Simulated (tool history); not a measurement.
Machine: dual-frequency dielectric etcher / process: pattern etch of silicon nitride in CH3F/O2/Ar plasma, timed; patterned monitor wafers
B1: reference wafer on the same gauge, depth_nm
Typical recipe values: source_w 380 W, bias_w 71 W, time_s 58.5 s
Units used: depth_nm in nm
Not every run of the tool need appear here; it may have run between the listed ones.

run 1 hour=0.0 | source_w=380 bias_w=71 time_s=58.5 | B1=40.55 | depth_nm=40.40
run 2 hour=65.4 | source_w=380 bias_w=71 time_s=58.5 | B1=40.47 | depth_nm=40.53
run 3 hour=133.2 | source_w=380 bias_w=71 time_s=63.0 | B1=40.46 | depth_nm=43.74
-- hour=181.1 upper electrode replaced
run 4 hour=181.6 | source_w=380 bias_w=71 time_s=58.5 | B1=40.52 | depth_nm=41.46
-- hour=234.1 wet clean of the chamber
run 5 hour=284.9 | source_w=310 bias_w=81 time_s=58.5 | B1=40.47 | depth_nm=38.40
run 6 hour=312.4 | source_w=380 bias_w=71 time_s=58.5 | B1=40.46 | depth_nm=39.68
run 7 hour=354.3 | source_w=380 bias_w=71 time_s=58.5 | B1=40.44 | depth_nm=40.28
run 8 hour=425.4 | source_w=380 bias_w=71 time_s=58.5 | B1=40.48 | depth_nm=40.33
-- hour=428.7 gauge calibrated
run 9 hour=456.3 | source_w=380 bias_w=71 time_s=58.5 | B1=40.48 | depth_nm=40.25
run 10 hour=502.9 | source_w=380 bias_w=71 time_s=58.5 | B1=40.52 | depth_nm=40.49
run 11 hour=556.5 | source_w=290 bias_w=71 time_s=58.5 | B1=40.49 | depth_nm=35.72
-- hour=562.3 source power generator calibrated
run 12 hour=587.5 | source_w=380 bias_w=71 time_s=75.0 | B1=40.54 | depth_nm=52.51
-- hour=652.6 wet clean of the chamber
run 13 hour=657.6 | source_w=380 bias_w=58 time_s=46.5 | B1=40.51 | depth_nm=28.80
run 14 hour=697.2 | source_w=310 bias_w=79 time_s=67.0 | B1=40.45 | depth_nm=42.49
run 15 hour=744.9 | source_w=340 bias_w=71 time_s=58.5 | B1=40.56 | depth_nm=37.38
-- hour=815.3 bias power generator calibrated
run 16 hour=815.8 | source_w=480 bias_w=77 time_s=41.0 | B1=40.54 | depth_nm=32.52
run 17 hour=857.5 | source_w=350 bias_w=84 time_s=58.5 | B1=40.48 | depth_nm=41.67
run 18 hour=909.5 | source_w=340 bias_w=81 time_s=75.0 | B1=40.54 | depth_nm=52.38
run 19 hour=962.6 | source_w=380 bias_w=71 time_s=58.5 | B1=40.55 | depth_nm=41.16
run 20 hour=994.1 | source_w=380 bias_w=79 time_s=64.0 | B1=40.54 | depth_nm=47.08
-- hour=1120.0 wet clean of the chamber
run 21 hour=1178.2 | source_w=430 bias_w=86 time_s=68.5 | B1=40.53 | depth_nm=53.81
run 22 hour=1223.6 | source_w=480 bias_w=77 time_s=41.0 | B1=40.54 | depth_nm=32.63
run 23 hour=1272.2 | source_w=340 bias_w=71 time_s=71.0 | B1=40.43 | depth_nm=46.70
run 24 hour=1299.6 | source_w=460 bias_w=54 time_s=51.0 | B1=40.50 | depth_nm=34.94
run 25 hour=1348.1 | source_w=320 bias_w=88 time_s=63.5 | B1=40.59 | depth_nm=44.26
run 26 hour=1393.3 | source_w=310 bias_w=86 time_s=58.5 | B1=40.56 | depth_nm=40.43
-- hour=1505.9 wet clean of the chamber
run 27 hour=1506.4 | source_w=380 bias_w=62 time_s=74.5 | B1=40.51 | depth_nm=47.99
run 28 hour=1555.2 | source_w=380 bias_w=71 time_s=58.5 | B1=40.55 | depth_nm=40.11
run 29 hour=1627.1 | source_w=480 bias_w=81 time_s=67.0 | B1=40.52 | depth_nm=54.40

Alternative continuations, all from the tool just after run 29; predict every row:
run A hour=1627.5 | source_w=380 bias_w=88 time_s=58.5 | B1=? | depth_nm=?
run B hour=1627.5 | source_w=450 bias_w=60 time_s=48.0 | B1=? | depth_nm=?
run C hour=1627.5 | source_w=380 bias_w=71 time_s=43.5 | B1=? | depth_nm=?
run D hour=1627.5 | source_w=380 bias_w=71 time_s=52.5 | B1=? | depth_nm=?

run=A B1=40.50 depth_nm=44.15
run=B B1=40.50 depth_nm=33.68
run=C B1=40.50 depth_nm=30.14
run=D B1=40.50 depth_nm=36.38
With no hidden state in the tool, these same runs would have given:
run=A depth_nm=43.76
run=B depth_nm=33.36
run=C depth_nm=29.87
run=D depth_nm=36.05
